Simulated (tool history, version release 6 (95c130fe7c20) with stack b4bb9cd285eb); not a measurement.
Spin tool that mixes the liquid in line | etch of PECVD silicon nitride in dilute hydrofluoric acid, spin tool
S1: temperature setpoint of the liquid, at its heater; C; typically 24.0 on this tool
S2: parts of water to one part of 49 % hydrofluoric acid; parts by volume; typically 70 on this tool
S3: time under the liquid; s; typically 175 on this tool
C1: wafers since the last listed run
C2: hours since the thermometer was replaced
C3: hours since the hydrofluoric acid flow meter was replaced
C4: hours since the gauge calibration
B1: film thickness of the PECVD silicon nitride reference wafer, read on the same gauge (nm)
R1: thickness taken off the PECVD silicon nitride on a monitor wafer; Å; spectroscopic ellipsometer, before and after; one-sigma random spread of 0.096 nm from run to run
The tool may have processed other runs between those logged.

| run | hour | S1 | S2 | S3 | C1 | C2 | C3 | C4 | B1 | R1 |
|---|---|---|---|---|---|---|---|---|---|---|
| 1 | 0.0 | 24.0 | 70 | 175 | 0 | 712.2 | 740.7 | 1092.7 | 40.00 | 100.7 |
|  | 72.9 | hydrofluoric acid flow meter replaced |
| 2 | 79.9 | 24.0 | 70 | 175 | 736 | 792.1 | 7.0 | 1172.6 | 40.04 | 100.9 |
| 3 | 164.5 | 24.0 | 70 | 175 | 789 | 876.7 | 91.6 | 1257.2 | 40.00 | 100.4 |
| 4 | 231.5 | 24.0 | 70 | 175 | 625 | 943.7 | 158.6 | 1324.2 | 40.05 | 102.0 |
| 5 | 281.5 | 27.5 | 45 | 175 | 466 | 993.7 | 208.6 | 1374.2 | 40.01 | 199.4 |
| 6 | 358.7 | 27.5 | 45 | 175 | 720 | 1070.9 | 285.8 | 1451.4 | 40.05 | 199.7 |
| 7 | 447.9 | 24.0 | 70 | 175 | 832 | 1160.1 | 375.0 | 1540.6 | 40.03 | 102.0 |
|  | 534.8 | gauge calibrated |
| 8 | 543.5 | 24.0 | 70 | 175 | 892 | 1255.7 | 470.6 | 8.7 | 40.02 | 101.2 |
| 9 | 651.0 | 24.0 | 85 | 175 | 1003 | 1363.2 | 578.1 | 116.2 | 40.00 | 82.6 |
| 10 | 889.2 | 24.0 | 70 | 175 | 2222 | 1601.4 | 816.3 | 354.4 | 39.98 | 100.0 |
| 11 | 941.5 | 24.0 | 70 | 175 | 488 | 1653.7 | 868.6 | 406.7 | 39.96 | 102.6 |
|  | 954.1 | hydrofluoric acid flow meter replaced |
| 12 | 1043.8 | 24.0 | 70 | 175 | 945 | 1756.0 | 89.7 | 509.0 | 40.01 | 102.4 |
| 13 | 1080.7 | 24.0 | 90 | 175 | 344 | 1792.9 | 126.6 | 545.9 | 40.00 | 78.9 |
| 14 | 1147.2 | 24.0 | 70 | 175 | 620 | 1859.4 | 193.1 | 612.4 | 39.95 | 101.4 |
| 15 | 1227.7 | 24.0 | 70 | 175 | 751 | 1939.9 | 273.6 | 692.9 | 40.01 | 100.6 |
| 16 | 1326.1 | 28.0 | 70 | 175 | 918 | 2038.3 | 372.0 | 791.3 | 39.99 | 133.2 |
| 17 | 1365.0 | 27.0 | 85 | 175 | 362 | 2077.2 | 410.9 | 830.2 | 39.99 | 102.2 |
| 18 | 1423.6 | 26.5 | 45 | 270 | 546 | 2135.8 | 469.5 | 888.8 | 39.96 | 287.8 |
|  | 1509.1 | thermometer replaced |
| 19 | 1530.4 | 24.0 | 85 | 235 | 987 | 21.3 | 576.3 | 995.6 | 40.03 | 111.6 |
| 20 | 1601.5 | 24.0 | 40 | 175 | 663 | 92.4 | 647.4 | 1066.7 | 40.00 | 175.2 |
| 21 | 1655.7 | 24.0 | 70 | 175 | 505 | 146.6 | 701.6 | 1120.9 | 40.02 | 102.8 |
| 22 | 1739.9 | 20.5 | 70 | 175 | 785 | 230.8 | 785.8 | 1205.1 | 39.97 | 80.4 |
| 23 | 1812.3 | 24.0 | 70 | 175 | 675 | 303.2 | 858.2 | 1277.5 | 39.98 | 101.3 |
|  | 1835.6 | hydrofluoric acid flow meter replaced |
| 24 | 1915.0 | 24.0 | 35 | 110 | 948 | 405.9 | 79.4 | 1380.2 | 40.01 | 126.0 |
| 25 | 1989.1 | 19.5 | 70 | 140 | 691 | 480.0 | 153.5 | 1454.3 | 39.99 | 60.9 |
| 26 | 2037.4 | 24.0 | 70 | 175 | 450 | 528.3 | 201.8 | 1502.6 | 39.98 | 100.8 |
|  | 2067.4 | gauge calibrated |
| 27 | 2079.0 | 25.5 | 55 | 245 | 388 | 569.9 | 243.4 | 11.6 | 40.02 | 202.3 |
| 28 | 2125.0 | 24.0 | 70 | 175 | 429 | 615.9 | 289.4 | 57.6 | 39.97 | 102.2 |
| 29 | 2162.9 | 24.0 | 70 | 210 | 353 | 653.8 | 327.3 | 95.5 | 39.99 | 124.8 |
| 30 | 2247.6 | 24.0 | 105 | 175 | 790 | 738.5 | 412.0 | 180.2 | 40.02 | 67.6 |
| 31 | 2354.7 | 22.5 | 50 | 210 | 999 | 845.6 | 519.1 | 287.3 | 39.98 | 151.4 |
| 32 | 2445.2 | 26.0 | 60 | 175 | 844 | 936.1 | 609.6 | 377.8 | 40.03 | 133.2 |
| 33 | 2540.3 | 19.5 | 50 | 80 | 887 | 1031.2 | 704.7 | 472.9 | 39.99 | 47.7 |

Predict each of these 3 candidate next runs independently; none follows another, all start after run 33:
| A | 2540.8 | 24.0 | 70 | 175 | 4 | 1031.7 | 705.2 | 473.4 | ? | ? |
| B | 2540.8 | 24.0 | 85 | 245 | 4 | 1031.7 | 705.2 | 473.4 | ? | ? |
| C | 2540.8 | 25.5 | 100 | 265 | 4 | 1031.7 | 705.2 | 473.4 | ? | ? |

| run | B1 | R1 |
|---|---|---|
| A | 40.01 | 101.3 |
| B | 40.01 | 117.2 |
| C | 40.01 | 119.1 |
Without the tool's hidden state the same runs would have given:
| run | R1 |
|---|---|
| A | 101.3 |
| B | 117.2 |
| C | 119.1 |

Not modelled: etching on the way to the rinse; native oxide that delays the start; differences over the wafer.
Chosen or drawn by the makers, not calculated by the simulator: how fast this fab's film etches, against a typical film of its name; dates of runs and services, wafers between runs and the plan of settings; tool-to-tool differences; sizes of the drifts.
